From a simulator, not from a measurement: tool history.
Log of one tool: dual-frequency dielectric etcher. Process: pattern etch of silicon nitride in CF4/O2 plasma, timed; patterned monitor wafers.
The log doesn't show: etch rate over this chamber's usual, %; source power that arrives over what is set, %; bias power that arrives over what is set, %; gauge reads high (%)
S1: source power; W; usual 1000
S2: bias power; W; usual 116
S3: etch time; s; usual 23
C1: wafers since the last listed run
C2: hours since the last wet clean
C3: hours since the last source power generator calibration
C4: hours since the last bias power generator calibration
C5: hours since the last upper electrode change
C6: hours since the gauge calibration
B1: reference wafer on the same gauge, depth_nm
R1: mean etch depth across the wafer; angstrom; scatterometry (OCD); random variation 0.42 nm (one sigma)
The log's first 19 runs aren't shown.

run 20 hour=225.1 | S1=1000 S2=116 S3=23 | C1=213 C2=152.7 C3=3380.1 C4=136.2 C5=163.2 C6=242.9 | B1=83.8 | R1=732
-- hour=233.6 source power generator calibrated
run 21 hour=236.4 | S1=930 S2=88 S3=19.5 | C1=105 C2=164 C3=2.8 C4=147.5 C5=174.5 C6=254.2 | B1=84 | R1=539
run 22 hour=252.9 | S1=1000 S2=100 S3=20 | C1=239 C2=180.5 C3=19.3 C4=164 C5=191 C6=270.7 | B1=84 | R1=605
-- hour=256.1 gauge calibrated
run 23 hour=261.6 | S1=910 S2=134 S3=27 | C1=126 C2=189.2 C3=28 C4=172.7 C5=199.7 C6=5.5 | B1=83.9 | R1=853
run 24 hour=278.8 | S1=1000 S2=139 S3=23 | C1=249 C2=206.4 C3=45.2 C4=189.9 C5=216.9 C6=22.7 | B1=83.9 | R1=786
run 25 hour=293.7 | S1=1160 S2=140 S3=27 | C1=216 C2=221.3 C3=60.1 C4=204.8 C5=231.8 C6=37.6 | B1=83.9 | R1=1018
run 26 hour=308.6 | S1=1000 S2=94 S3=23 | C1=216 C2=236.2 C3=75 C4=219.7 C5=246.7 C6=52.5 | B1=83.9 | R1=683
run 27 hour=325.3 | S1=1160 S2=116 S3=25 | C1=242 C2=252.9 C3=91.7 C4=236.4 C5=263.4 C6=69.2 | B1=84 | R1=889
run 28 hour=335.1 | S1=1190 S2=137 S3=23 | C1=142 C2=262.7 C3=101.5 C4=246.2 C5=273.2 C6=79 | B1=83.9 | R1=880
run 29 hour=350.4 | S1=1000 S2=116 S3=23 | C1=222 C2=278 C3=116.8 C4=261.5 C5=288.5 C6=94.3 | B1=83.8 | R1=738
run 30 hour=364.4 | S1=880 S2=116 S3=23 | C1=203 C2=292 C3=130.8 C4=275.5 C5=302.5 C6=108.3 | B1=83.8 | R1=687
run 31 hour=374.1 | S1=1000 S2=116 S3=17 | C1=140 C2=301.7 C3=140.5 C4=285.2 C5=312.2 C6=118 | B1=83.9 | R1=552

3 ways to go on from here, each from the tool as it stands after run 31. What would each give?
run A hour=374.5 | S1=780 S2=116 S3=23 | C1=5 C2=302.1 C3=140.9 C4=285.6 C5=312.6 C6=118.4 | B1=? | R1=?
run B hour=374.5 | S1=1060 S2=108 S3=23 | C1=5 C2=302.1 C3=140.9 C4=285.6 C5=312.6 C6=118.4 | B1=? | R1=?
run C hour=374.5 | S1=1170 S2=142 S3=25.5 | C1=5 C2=302.1 C3=140.9 C4=285.6 C5=312.6 C6=118.4 | B1=? | R1=?

run=A B1=83.8 R1=639
run=B B1=83.8 R1=753
run=C B1=83.8 R1=981
Without the tool's hidden state the same runs would have given:
run=A R1=620
run=B R1=731
run=C R1=952
